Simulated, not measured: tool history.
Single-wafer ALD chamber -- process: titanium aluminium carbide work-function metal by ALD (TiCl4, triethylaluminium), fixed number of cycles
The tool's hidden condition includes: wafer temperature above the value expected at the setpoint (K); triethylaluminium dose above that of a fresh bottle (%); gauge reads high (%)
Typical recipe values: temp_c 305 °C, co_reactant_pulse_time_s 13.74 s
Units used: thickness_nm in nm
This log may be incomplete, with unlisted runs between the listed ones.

run     day  temp_c  co_reactant_pulse_time_s  wafers since the last listed run  hours since the last thermocouple change  hours since the last triethylaluminium bottle change  hours since the showerhead was replaced  hours since the gauge calibration  read-back reference wafer on the same gauge, thickness_nm  thickness_nm
  1   0.000     305                     13.74                                 0                                      65.5                                                1023.8                                   5212.1                             1399.1                                                      2.028         2.222
  2   1.779     315                     13.74                               304                                     108.2                                                1066.5                                   5254.8                             1441.8                                                      2.032         2.324
  3   5.079     315                     13.74                               565                                     187.4                                                1145.7                                   5334.0                             1521.0                                                      2.031         2.333
  4   9.296     316                     17.03                               722                                     288.6                                                1246.9                                   5435.2                             1622.2                                                      2.031         2.383
  5  13.433     316                     17.03                               708                                     387.9                                                1346.2                                   5534.5                             1721.5                                                      2.033         2.358
  6  14.975     316                     17.03                               264                                     424.9                                                1383.2                                   5571.5                             1758.5                                                      2.031         2.365
  7  18.600     305                     13.74                               621                                     511.9                                                1470.2                                   5658.5                             1845.5                                                      2.031         2.229
  8  21.683     305                     13.74                               528                                     585.9                                                1544.2                                   5732.5                             1919.5                                                      2.030         2.249
     22.096  -- gauge calibrated
     22.654  -- showerhead replaced
  9  24.817     317                     17.57                               479                                     661.1                                                1619.4                                     51.9                               65.3                                                      2.026         2.381
 10  26.600     317                     17.57                               305                                     703.9                                                1662.2                                     94.7                              108.1                                                      2.028         2.391
 11  29.929     317                     17.57                               570                                     783.8                                                1742.1                                    174.6                              188.0                                                      2.031         2.393
 12  32.546     305                     13.74                               448                                     846.6                                                1804.9                                    237.4                              250.8                                                      2.031         2.241
     35.054  -- triethylaluminium bottle replaced
 13  35.075     314                     18.68                               376                                     907.3                                                   0.5                                    298.1                              311.5                                                      2.031         2.366
 14  37.904     319                     10.17                               484                                     975.2                                                  68.4                                    366.0                              379.4                                                      2.028         2.312
 15  41.529     305                     13.74                               621                                    1062.2                                                 155.4                                    453.0                              466.4                                                      2.029         2.251
 16  45.517     319                     18.46                               683                                    1157.9                                                 251.1                                    548.7                              562.1                                                      2.035         2.424
 17  49.238     319                     10.17                               637                                    1247.2                                                 340.4                                    638.0                              651.4                                                      2.026         2.314
     49.867  -- thermocouple changed; heater temperature recalibrated
 18  60.358     313                     13.74                              1848                                     251.8                                                 607.3                                    904.9                              918.3                                                      2.032         2.386
 19  62.975     317                     17.57                               448                                     314.6                                                 670.1                                    967.7                              981.1                                                      2.031         2.461
     65.942  -- thermocouple changed; heater temperature recalibrated, repeated, since the last time left the tool worse
 20  66.925     305                     11.18                               619                                      23.6                                                 764.9                                   1062.5                             1075.9                                                      2.030         2.184
 21  70.808     305                     19.09                               665                                     116.8                                                 858.1                                   1155.7                             1169.1                                                      2.032         2.242
 22  72.762     317                     13.74                               334                                     163.7                                                 905.0                                   1202.6                             1216.0                                                      2.036         2.353

Branching from run 22: 3 alternative next runs. What would each branch give?
  A  72.779     305                     13.74                                 2                                     164.1                                                 905.4                                   1203.0                             1216.4                                                          ?             ?
  B  72.779     301                     16.30                                 2                                     164.1                                                 905.4                                   1203.0                             1216.4                                                          ?             ?
  C  72.779     297                     13.74                                 2                                     164.1                                                 905.4                                   1203.0                             1216.4                                                          ?             ?

run  read-back reference wafer on the same gauge, thickness_nm  thickness_nm
  A                                                      2.029         2.217
  B                                                      2.029         2.187
  C                                                      2.029         2.131
Without the tool's unlogged condition, the same runs would have read:
run  thickness_nm
  A         2.203
  B         2.174
  C         2.118

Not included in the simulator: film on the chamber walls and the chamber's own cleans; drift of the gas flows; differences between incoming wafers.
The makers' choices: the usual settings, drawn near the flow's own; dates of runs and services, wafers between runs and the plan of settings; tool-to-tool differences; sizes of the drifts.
